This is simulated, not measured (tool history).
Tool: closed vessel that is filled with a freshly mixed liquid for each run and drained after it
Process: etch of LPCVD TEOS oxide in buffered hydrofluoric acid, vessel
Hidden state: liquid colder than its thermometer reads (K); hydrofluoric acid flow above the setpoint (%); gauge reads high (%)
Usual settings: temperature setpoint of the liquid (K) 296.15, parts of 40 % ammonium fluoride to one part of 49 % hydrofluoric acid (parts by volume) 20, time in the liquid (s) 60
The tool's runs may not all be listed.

run,hour,temperature setpoint of the liquid (K),parts of 40 % ammonium fluoride to one part of 49 % hydrofluoric acid (parts by volume),time in the liquid (s),wafers since the last listed run,hours since the thermometer was replaced,hours since the hydrofluoric acid flow meter was replaced,hours since the gauge calibration,"read-back film thickness of the LPCVD TEOS oxide reference wafer, read on the same gauge (nm)",thickness taken off the LPCVD TEOS oxide on a monitor wafer (Å)
1,0,296.15,20,60,0,2044.4,1336.2,182.2,109.96,1631.1
2,54.8,296.15,20,60,6672,2099.2,1391,237,109.98,1648
3,156.2,296.15,26,50,12347,2200.6,1492.4,338.4,109.99,1149.5
4,241.9,296.15,20,70,10435,2286.3,1578.1,424.1,109.99,1953.9
5,345,296.15,20,70,12554,2389.4,1681.2,527.2,109.98,1960.1
# hour 406.8: thermometer replaced
6,412.7,296.15,20,70,8121,5.9,1748.9,594.9,109.97,1967.9
7,477,296.15,20,60,7829,70.2,1813.2,659.2,110.02,1666.1
# hour 510.1: hydrofluoric acid flow meter replaced
8,523.9,299.15,20,60,5589,117.1,13.8,706.1,110.01,1968.5
9,585.9,296.15,23.5,60,7549,179.1,75.8,768.1,109.99,1473
10,647.5,296.15,20,60,7500,240.7,137.4,829.7,109.99,1685.6
# hour 728.5: gauge calibrated
11,742.4,293.65,20,80,11555,335.6,232.3,13.9,109.98,1944.2
12,782.8,300.65,22.5,85,4919,376,272.7,54.3,109.95,2777.6
13,840.3,300.65,18,30,7001,433.5,330.2,111.8,109.98,1163.8
14,938.8,296.15,20,60,11994,532,428.7,210.3,110,1664.3

3 ways to go on from here, each from the tool as it stands after run 14. What would each give?
A,939.5,296.15,20,60,85,532.7,429.4,211,?,?
B,939.5,298.15,23.5,90,85,532.7,429.4,211,?,?
C,939.5,299.65,27,75,85,532.7,429.4,211,?,?

run,"read-back film thickness of the LPCVD TEOS oxide reference wafer, read on the same gauge (nm)",thickness taken off the LPCVD TEOS oxide on a monitor wafer (Å)
A,109.98,1688.4
B,109.98,2529.2
C,109.98,2078.6
Without the tool's hidden state the same runs would have given:
run,thickness taken off the LPCVD TEOS oxide on a monitor wafer (Å)
A,1688.4
B,2529.2
C,2078.6

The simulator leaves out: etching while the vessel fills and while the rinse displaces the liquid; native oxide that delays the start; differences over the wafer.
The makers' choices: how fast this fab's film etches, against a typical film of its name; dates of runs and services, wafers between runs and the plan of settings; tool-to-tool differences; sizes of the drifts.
